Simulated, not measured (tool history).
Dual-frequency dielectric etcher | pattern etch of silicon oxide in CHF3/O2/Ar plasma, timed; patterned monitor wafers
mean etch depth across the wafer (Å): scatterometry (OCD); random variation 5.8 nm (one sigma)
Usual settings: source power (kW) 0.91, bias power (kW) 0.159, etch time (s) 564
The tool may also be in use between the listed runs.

run,hour,source power (kW),bias power (kW),etch time (s),wafers since the last listed run,hours since the last wet clean,hours since the last source power generator calibration,hours since the last bias power generator calibration,hours since the last upper electrode change,hours since the gauge calibration,"read-back reference wafer on the same gauge, depth_nm",mean etch depth across the wafer (Å)
1,0,0.98,0.135,564,0,14.8,1270.9,1556.3,2814.4,659.8,1339.6,11986
2,41,0.91,0.159,564,114,55.8,1311.9,1597.3,2855.4,700.8,1339.9,11801
3,112.1,0.91,0.159,564,197,126.9,1383,1668.4,2926.5,771.9,1341.9,11653
4,178.5,0.91,0.159,564,184,193.3,1449.4,1734.8,2992.9,838.3,1341.5,11623
5,282.6,0.91,0.159,564,289,297.4,1553.5,1838.9,3097,942.4,1337.1,11529
6,337.2,0.91,0.159,564,152,352,1608.1,1893.5,3151.6,997,1341.1,11523
7,423.7,0.91,0.159,564,240,438.5,1694.6,1980,3238.1,1083.5,1339.6,11219
# hour 459.1: wet clean of the chamber
8,503.8,0.91,0.159,564,156,44.7,1774.7,2060.1,3318.2,1163.6,1339.4,11816
9,548.1,0.91,0.159,564,123,89,1819,2104.4,3362.5,1207.9,1340.6,11890
10,607.3,0.91,0.133,564,164,148.2,1878.2,2163.6,3421.7,1267.1,1343.2,11270
11,673,0.91,0.133,564,182,213.9,1943.9,2229.3,3487.4,1332.8,1338.4,11230
# hour 742.6: gauge calibrated
12,768.5,0.91,0.159,564,265,309.4,2039.4,2324.8,3582.9,25.9,1341.4,11466
13,850.2,0.91,0.159,564,227,391.1,2121.1,2406.5,3664.6,107.6,1341.4,11554
# hour 934.3: wet clean of the chamber
# hour 1038: upper electrode replaced
14,1118.4,0.91,0.159,564,613,184.1,2389.3,2674.7,80.4,375.8,1341.1,11689
# hour 1143.9: source power generator calibrated
15,1195.5,0.91,0.173,703,203,261.2,51.6,2751.8,157.5,452.9,1341.4,14745
16,1248.3,0.91,0.159,564,147,314,104.4,2804.6,210.3,505.7,1341.6,11431
# hour 1362.7: wet clean of the chamber
17,1363.2,0.91,0.186,609,253,0.5,219.3,2919.5,325.2,620.6,1341.7,13268
18,1428.5,0.68,0.187,690,181,65.8,284.6,2984.8,390.5,685.9,1341.4,12175
19,1693.7,1,0.133,632,738,331,549.8,3250,655.7,951.1,1339.5,12928
20,1740.7,0.91,0.159,564,130,378,596.8,3297,702.7,998.1,1341.9,11228
# hour 1789.6: bias power generator calibrated
21,1835.9,0.91,0.159,564,253,473.2,692,46.3,797.9,1093.3,1341.4,11191
# hour 1877.2: wet clean of the chamber
22,1899.4,1.1,0.173,564,109,22.2,755.5,109.8,861.4,1156.8,1340.4,13705
# hour 1902.5: gauge calibrated
23,1952,0.97,0.159,637,146,74.8,808.1,162.4,914,49.5,1339.5,13892
24,2104.7,0.91,0.147,403.5,425,227.5,960.8,315.1,1066.7,202.2,1340.3,8203
25,2179.1,0.91,0.159,459.5,207,301.9,1035.2,389.5,1141.1,276.6,1339.5,9468
26,2226.2,0.91,0.196,613,131,349,1082.3,436.6,1188.2,323.7,1340.3,13056
27,2278.6,0.79,0.176,707.5,145,401.4,1134.7,489,1240.6,376.1,1338.3,13451

5 ways to go on from here, each from the tool as it stands after run 27. What would each give?
A,2279.2,0.91,0.159,520.5,1,402,1135.3,489.6,1241.2,376.7,?,?
B,2279.2,0.91,0.159,702,1,402,1135.3,489.6,1241.2,376.7,?,?
C,2279.2,1.1,0.121,564,1,402,1135.3,489.6,1241.2,376.7,?,?
D,2279.2,1.11,0.159,468.5,1,402,1135.3,489.6,1241.2,376.7,?,?
E,2279.2,0.91,0.132,510,1,402,1135.3,489.6,1241.2,376.7,?,?

run,"read-back reference wafer on the same gauge, depth_nm",mean etch depth across the wafer (Å)
A,1340.1,10573
B,1340.1,14260
C,1340.1,12122
D,1340.1,10704
E,1340.1,9954
Without the tool's hidden state the same runs would have given:
run,mean etch depth across the wafer (Å)
A,11000
B,14836
C,12612
D,11137
E,10356

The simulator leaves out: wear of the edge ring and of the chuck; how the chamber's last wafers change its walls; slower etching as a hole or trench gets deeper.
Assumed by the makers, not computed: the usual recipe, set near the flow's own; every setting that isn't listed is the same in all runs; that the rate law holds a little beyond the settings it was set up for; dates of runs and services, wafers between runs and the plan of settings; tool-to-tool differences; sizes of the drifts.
